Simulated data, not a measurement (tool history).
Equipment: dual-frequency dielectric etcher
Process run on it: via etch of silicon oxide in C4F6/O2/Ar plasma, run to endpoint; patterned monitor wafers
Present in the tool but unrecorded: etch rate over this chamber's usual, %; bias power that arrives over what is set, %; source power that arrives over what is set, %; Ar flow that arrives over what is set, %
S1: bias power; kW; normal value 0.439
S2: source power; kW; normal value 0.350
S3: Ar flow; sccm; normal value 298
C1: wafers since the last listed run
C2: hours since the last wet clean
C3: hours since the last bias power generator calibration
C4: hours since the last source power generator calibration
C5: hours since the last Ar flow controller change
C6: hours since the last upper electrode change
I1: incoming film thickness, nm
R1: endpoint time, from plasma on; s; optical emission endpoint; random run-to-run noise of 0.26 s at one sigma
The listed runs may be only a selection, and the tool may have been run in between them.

| run | day | S1 | S2 | S3 | C1 | C2 | C3 | C4 | C5 | C6 | I1 | R1 |
|---|---|---|---|---|---|---|---|---|---|---|---|---|
| 1 | 0.000 | 0.439 | 0.350 | 298 | 0 | 273.8 | 1677.3 | 2505.7 | 3525.7 | 2658.5 | 172.5 | 39.0 |
| 2 | 0.517 | 0.439 | 0.310 | 298 | 234 | 286.2 | 1689.7 | 2518.1 | 3538.1 | 2670.9 | 171.7 | 40.1 |
| 3 | 0.988 | 0.439 | 0.310 | 298 | 213 | 297.5 | 1701.0 | 2529.4 | 3549.4 | 2682.2 | 173.0 | 40.2 |
| 4 | 2.429 | 0.439 | 0.310 | 298 | 653 | 332.1 | 1735.6 | 2564.0 | 3584.0 | 2716.8 | 172.5 | 40.2 |
|  | 3.208 | Ar flow controller replaced |
| 5 | 4.608 | 0.439 | 0.350 | 298 | 873 | 384.4 | 1787.9 | 2616.3 | 33.6 | 2769.1 | 171.4 | 37.7 |
|  | 5.921 | upper electrode replaced |
| 6 | 5.942 | 0.439 | 0.350 | 298 | 151 | 416.4 | 1819.9 | 2648.3 | 65.6 | 0.5 | 173.2 | 38.7 |
| 7 | 5.954 | 0.439 | 0.350 | 298 | 5 | 416.7 | 1820.2 | 2648.6 | 65.9 | 0.8 | 172.9 | 38.3 |
| 8 | 6.633 | 0.439 | 0.350 | 298 | 307 | 433.0 | 1836.5 | 2664.9 | 82.2 | 17.1 | 171.2 | 37.8 |
| 9 | 7.288 | 0.439 | 0.350 | 229 | 296 | 448.7 | 1852.2 | 2680.6 | 97.9 | 32.8 | 173.9 | 37.7 |
| 10 | 7.562 | 0.439 | 0.350 | 298 | 124 | 455.3 | 1858.8 | 2687.2 | 104.5 | 39.4 | 172.4 | 37.8 |
| 11 | 8.146 | 0.439 | 0.270 | 238 | 264 | 469.3 | 1872.8 | 2701.2 | 118.5 | 53.4 | 171.7 | 40.6 |
| 12 | 8.492 | 0.439 | 0.370 | 242 | 156 | 477.6 | 1881.1 | 2709.5 | 126.8 | 61.7 | 171.9 | 36.7 |
| 13 | 8.950 | 0.486 | 0.290 | 319 | 207 | 488.6 | 1892.1 | 2720.5 | 137.8 | 72.7 | 171.1 | 39.5 |
|  | 9.408 | source power generator calibrated |
| 14 | 9.542 | 0.439 | 0.420 | 369 | 192 | 502.8 | 1906.3 | 3.2 | 152.0 | 86.9 | 173.1 | 36.2 |
|  | 10.092 | bias power generator calibrated |
| 15 | 10.112 | 0.516 | 0.350 | 338 | 183 | 516.5 | 0.5 | 16.9 | 165.7 | 100.6 | 172.3 | 36.7 |
| 16 | 10.738 | 0.439 | 0.400 | 298 | 283 | 531.5 | 15.5 | 31.9 | 180.7 | 115.6 | 171.0 | 35.6 |
| 17 | 11.425 | 0.488 | 0.280 | 298 | 311 | 548.0 | 32.0 | 48.4 | 197.2 | 132.1 | 171.7 | 39.3 |
|  | 12.800 | wet clean of the chamber |
| 18 | 12.821 | 0.380 | 0.350 | 298 | 179 | 0.5 | 65.5 | 81.9 | 230.7 | 165.6 | 173.5 | 40.3 |
| 19 | 12.838 | 0.439 | 0.330 | 257 | 7 | 0.9 | 65.9 | 82.3 | 231.1 | 166.0 | 170.1 | 38.5 |
| 20 | 12.850 | 0.439 | 0.350 | 298 | 5 | 1.2 | 66.2 | 82.6 | 231.4 | 166.3 | 170.3 | 38.6 |
| 21 | 13.062 | 0.357 | 0.420 | 236 | 96 | 6.3 | 71.3 | 87.7 | 236.5 | 171.4 | 173.6 | 37.6 |
| 22 | 13.712 | 0.439 | 0.350 | 358 | 294 | 21.9 | 86.9 | 103.3 | 252.1 | 187.0 | 170.6 | 39.7 |
| 23 | 14.038 | 0.439 | 0.350 | 298 | 147 | 29.7 | 94.7 | 111.1 | 259.9 | 194.8 | 170.3 | 38.6 |
| 24 | 14.479 | 0.439 | 0.430 | 319 | 200 | 40.3 | 105.3 | 121.7 | 270.5 | 205.4 | 172.1 | 37.0 |
| 25 | 15.017 | 0.476 | 0.350 | 261 | 243 | 53.2 | 118.2 | 134.6 | 283.4 | 218.3 | 173.5 | 37.9 |
| 26 | 15.733 | 0.486 | 0.290 | 319 | 324 | 70.4 | 135.4 | 151.8 | 300.6 | 235.5 | 173.0 | 40.8 |
| 27 | 16.358 | 0.439 | 0.310 | 298 | 283 | 85.4 | 150.4 | 166.8 | 315.6 | 250.5 | 172.6 | 40.6 |
| 28 | 17.092 | 0.540 | 0.350 | 298 | 332 | 103.0 | 168.0 | 184.4 | 333.2 | 268.1 | 173.4 | 37.6 |

The next listed run, before its measurement:
| 29 | 17.712 | 0.410 | 0.350 | 270 | 281 | 117.9 | 182.9 | 199.3 | 348.1 | 283.0 | 172.0 | ? |

Run 29 came out at R1 38.7 s.
If the tool had no hidden condition, the same run with the same run-to-run variation would have returned R1 39.2 s.
